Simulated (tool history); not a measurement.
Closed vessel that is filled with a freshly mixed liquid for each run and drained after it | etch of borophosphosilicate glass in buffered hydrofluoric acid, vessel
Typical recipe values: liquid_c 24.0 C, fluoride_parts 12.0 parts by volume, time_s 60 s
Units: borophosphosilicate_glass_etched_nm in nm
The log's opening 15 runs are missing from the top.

run	hour	liquid_c	fluoride_parts	time_s	wafers since the last listed run	hours since the thermometer was replaced	hours since the hydrofluoric acid flow meter was replaced	hours since the gauge calibration	read-back film thickness of the borophosphosilicate glass reference wafer, read on the same gauge (nm)	borophosphosilicate_glass_etched_nm
16	185.8	19.5	12.0	90	1266	140.4	137.4	29.1	99.99	156.12
17	194.5	24.0	12.0	80	680	149.1	146.1	37.8	100.00	180.26
18	202.8	24.0	10.0	35	648	157.4	154.4	46.1	99.97	93.14
19	209.1	24.0	12.0	60	492	163.7	160.7	52.4	99.99	133.33
20	225.2	24.0	12.0	40	1258	179.8	176.8	68.5	99.98	90.60
21	238.7	20.0	12.0	60	1055	193.3	190.3	82.0	100.00	107.46
22	246.4	24.0	12.0	60	601	201.0	198.0	89.7	100.01	135.20
23	256.8	26.5	9.0	75	813	211.4	208.4	100.1	100.02	242.04
24	269.8	24.0	12.0	60	1016	224.4	221.4	113.1	99.99	133.30
25	285.5	28.5	12.0	90	1227	240.1	237.1	128.8	99.99	256.96
26	292.0	24.0	12.0	60	508	246.6	243.6	135.3	100.01	134.11
27	303.9	21.0	12.0	80	930	258.5	255.5	147.2	100.00	152.16
28	311.4	28.5	8.5	40	586	266.0	263.0	154.7	99.99	155.20
29	326.8	28.5	16.5	80	1203	281.4	278.4	170.1	100.04	167.05
30	335.2	24.0	12.0	60	656	289.8	286.8	178.5	99.99	134.07

5 ways to go on from here, each from the tool as it stands after run 30. What would each give?
A	335.9	24.0	16.5	60	54	290.5	287.5	179.2	?	?
B	335.9	24.0	16.0	75	54	290.5	287.5	179.2	?	?
C	335.9	24.0	8.0	95	54	290.5	287.5	179.2	?	?
D	335.9	24.0	7.5	60	54	290.5	287.5	179.2	?	?
E	335.9	28.5	8.5	80	54	290.5	287.5	179.2	?	?

run	read-back film thickness of the borophosphosilicate glass reference wafer, read on the same gauge (nm)	borophosphosilicate_glass_etched_nm
A	100.01	97.86
B	100.01	126.10
C	100.01	308.60
D	100.01	209.16
E	100.01	308.54
The same runs, with their run-to-run variation unchanged, on a tool lacking any hidden condition would have given:
run	borophosphosilicate_glass_etched_nm
A	94.79
B	122.15
C	298.98
D	202.64
E	299.17
